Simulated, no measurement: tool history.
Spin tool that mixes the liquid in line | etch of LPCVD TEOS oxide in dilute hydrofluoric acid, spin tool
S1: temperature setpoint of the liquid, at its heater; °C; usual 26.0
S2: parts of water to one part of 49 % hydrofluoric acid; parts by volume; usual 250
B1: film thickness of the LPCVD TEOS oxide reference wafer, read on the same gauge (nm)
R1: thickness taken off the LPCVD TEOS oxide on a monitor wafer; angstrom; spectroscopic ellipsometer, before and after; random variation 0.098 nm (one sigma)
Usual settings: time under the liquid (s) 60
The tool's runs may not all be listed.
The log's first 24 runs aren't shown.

{"run": 25, "hour": 692.8, "S1": 21.5, "S2": 305, "time under the liquid (s)": 35, "B1": 80.04, "R1": 51.0}
{"run": 26, "hour": 710.2, "S1": 27.5, "S2": 250, "time under the liquid (s)": 60, "B1": 79.99, "R1": 138.1}
{"run": 27, "hour": 735.9, "S1": 23.5, "S2": 195, "time under the liquid (s)": 60, "B1": 79.96, "R1": 161.1}
{"run": 28, "hour": 762.5, "S1": 21.0, "S2": 285, "time under the liquid (s)": 85, "B1": 80.02, "R1": 131.2}
{"run": 29, "hour": 778.7, "S1": 26.0, "S2": 250, "time under the liquid (s)": 60, "B1": 80.0, "R1": 132.8}
{"run": 30, "hour": 803.6, "S1": 21.5, "S2": 285, "time under the liquid (s)": 60, "B1": 79.97, "R1": 95.3}
{"run": 31, "hour": 819.6, "S1": 30.0, "S2": 140, "time under the liquid (s)": 30, "B1": 79.97, "R1": 152.9}
{"run": 32, "hour": 831.7, "S1": 30.5, "S2": 335, "time under the liquid (s)": 60, "B1": 79.99, "R1": 103.3}

Forecast each of these 5 alternatives for the next run:
{"run": "A", "hour": 832.1, "S1": 26.0, "S2": 250, "time under the liquid (s)": 60, "B1": "?", "R1": "?"}
{"run": "B", "hour": 832.1, "S1": 22.5, "S2": 250, "time under the liquid (s)": 85, "B1": "?", "R1": "?"}
{"run": "C", "hour": 832.1, "S1": 26.0, "S2": 355, "time under the liquid (s)": 45, "B1": "?", "R1": "?"}
{"run": "D", "hour": 832.1, "S1": 27.5, "S2": 145, "time under the liquid (s)": 70, "B1": "?", "R1": "?"}
{"run": "E", "hour": 832.1, "S1": 30.5, "S2": 250, "time under the liquid (s)": 45, "B1": "?", "R1": "?"}

run=A B1=80.01 R1=130.2
run=B B1=80.01 R1=162.7
run=C B1=80.01 R1=61.9
run=D B1=80.01 R1=311.5
run=E B1=80.01 R1=113.9
Without the tool's hidden state the same runs would have given:
run=A R1=132.7
run=B R1=166.0
run=C R1=63.0
run=D R1=317.9
run=E R1=116.0
